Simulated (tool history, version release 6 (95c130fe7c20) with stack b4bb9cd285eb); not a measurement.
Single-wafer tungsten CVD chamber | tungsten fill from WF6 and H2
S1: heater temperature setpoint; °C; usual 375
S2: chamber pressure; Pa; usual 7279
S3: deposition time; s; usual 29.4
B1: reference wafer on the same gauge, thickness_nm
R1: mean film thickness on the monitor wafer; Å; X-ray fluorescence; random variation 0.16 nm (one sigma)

Run 1, hour 0: usual settings; B1 74.007. Result: R1 622.26 Å.
Run 2, hour 25.5: usual settings; B1 73.927. Result: R1 617.83 Å.
Run 3, hour 44.5: usual settings; B1 73.932. Result: R1 619.58 Å.
Run 4, hour 72.7: usual settings; B1 74.08. Result: R1 617.73 Å.
Run 5, hour 86.6: usual settings; B1 74.021. Result: R1 619.72 Å.
Run 6, hour 116.3: usual settings; B1 74.03. Result: R1 618.84 Å.
Run 7, hour 134.8: usual settings but S1 386 °C, S3 30.9 s; B1 74.06. Result: R1 790.71 Å.
Run 8, hour 161.9: usual settings; B1 73.982. Result: R1 617.79 Å.
Run 9, hour 177.7: usual settings; B1 74.038. Result: R1 616.9 Å.
Run 10, hour 202.4: usual settings but S1 387 °C, S2 8733 Pa; B1 73.953. Result: R1 813.94 Å.
Run 11, hour 226.6: usual settings but S1 379 °C; B1 74.074. Result: R1 663.24 Å.
Run 12, hour 254.7: usual settings but S1 379 °C; B1 73.992. Result: R1 663.74 Å.
Run 13, hour 286: usual settings but S1 379 °C; B1 74.069. Result: R1 663.65 Å.
At hour 299.8: thermocouple changed; heater temperature recalibrated.
Run 14, hour 313.6: usual settings; B1 73.975. Result: R1 646.9 Å.
Run 15, hour 347: usual settings; B1 74.012. Result: R1 650.11 Å.
Run 16, hour 365.6: usual settings but S1 366 °C, S3 33.9 s; B1 74.067. Result: R1 633.62 Å.
At hour 403.1: capacitance manometer re-zeroed and calibrated.
Run 17, hour 403.6: usual settings but S1 363 °C; B1 74.057. Result: R1 519.14 Å.
Run 18, hour 425.3: usual settings but S3 32.9 s; B1 73.931. Result: R1 725.35 Å.
Run 19, hour 450.7: usual settings but S1 363 °C; B1 74.024. Result: R1 521.77 Å.
Run 20, hour 467.3: usual settings; B1 73.981. Result: R1 646.09 Å.
Run 21, hour 480.5: usual settings but S1 366 °C, S2 6773 Pa, S3 34 s; B1 73.977. Result: R1 622.89 Å.
Run 22, hour 502.2: usual settings; B1 74.064. Result: R1 647.77 Å.
Run 23, hour 516.8: usual settings but S3 24.9 s; B1 74.01. Result: R1 548.33 Å.
Run 24, hour 536.2: usual settings but S1 384 °C, S3 35 s; B1 74.004. Result: R1 908.95 Å.
Run 25, hour 557.8: usual settings; B1 74.003. Result: R1 651.63 Å.
At hour 572.5: showerhead replaced, of another model than before.
At hour 591.5: gauge calibrated.
Run 26, hour 592.5: usual settings but S3 31.3 s; B1 74.043. Result: R1 693.3 Å.
Run 27, hour 616.1: usual settings but S3 24.4 s; B1 74.039. Result: R1 538.44 Å.
Run 28, hour 708.6: usual settings but S3 32.9 s; B1 73.998. Result: R1 726.78 Å.
Run 29, hour 733: usual settings but S1 367 °C, S2 8319 Pa, S3 23.8 s; B1 73.961. Result: R1 468.39 Å.
Run 30, hour 779.8: usual settings but S2 6413 Pa; B1 73.986. Result: R1 630.12 Å.

Some steps in R1 between neighbouring runs. How much of each would the tool show without its hidden state too (settings, what came in, random variation), and how much is left for the hidden state, with any gauge scatter that isn't in both results?
The hidden state here: wafer temperature above the value expected at the setpoint (K); true pressure above the setpoint (%); gauge reads high (%).
Run 6 -> 7: S1 375 -> 386, S3 29.4 -> 30.9. R1 +171.87 Å: hidden state -7.16, all else +179.03.
Run 9 -> 10: S1 375 -> 387, S2 7279 -> 8733. R1 +197.04 Å: hidden state -8.74, all else +205.78.
Run 13 -> 14: S1 379 -> 375, thermocouple changed; heater temperature recalibrated. R1 -16.75 Å: hidden state +37.13, all else -53.88.
Run 23 -> 24: S1 375 -> 384, S3 24.9 -> 35. R1 +360.62 Å: hidden state +0.65, all else +359.97.
Run 24 -> 25: S1 384 -> 375, S3 35 -> 29.4. R1 -257.32 Å: hidden state -0.5, all else -256.82.
Run 28 -> 29: S1 375 -> 367, S2 7279 -> 8319, S3 32.9 -> 23.8. R1 -258.39 Å: hidden state -0.4, all else -257.99.
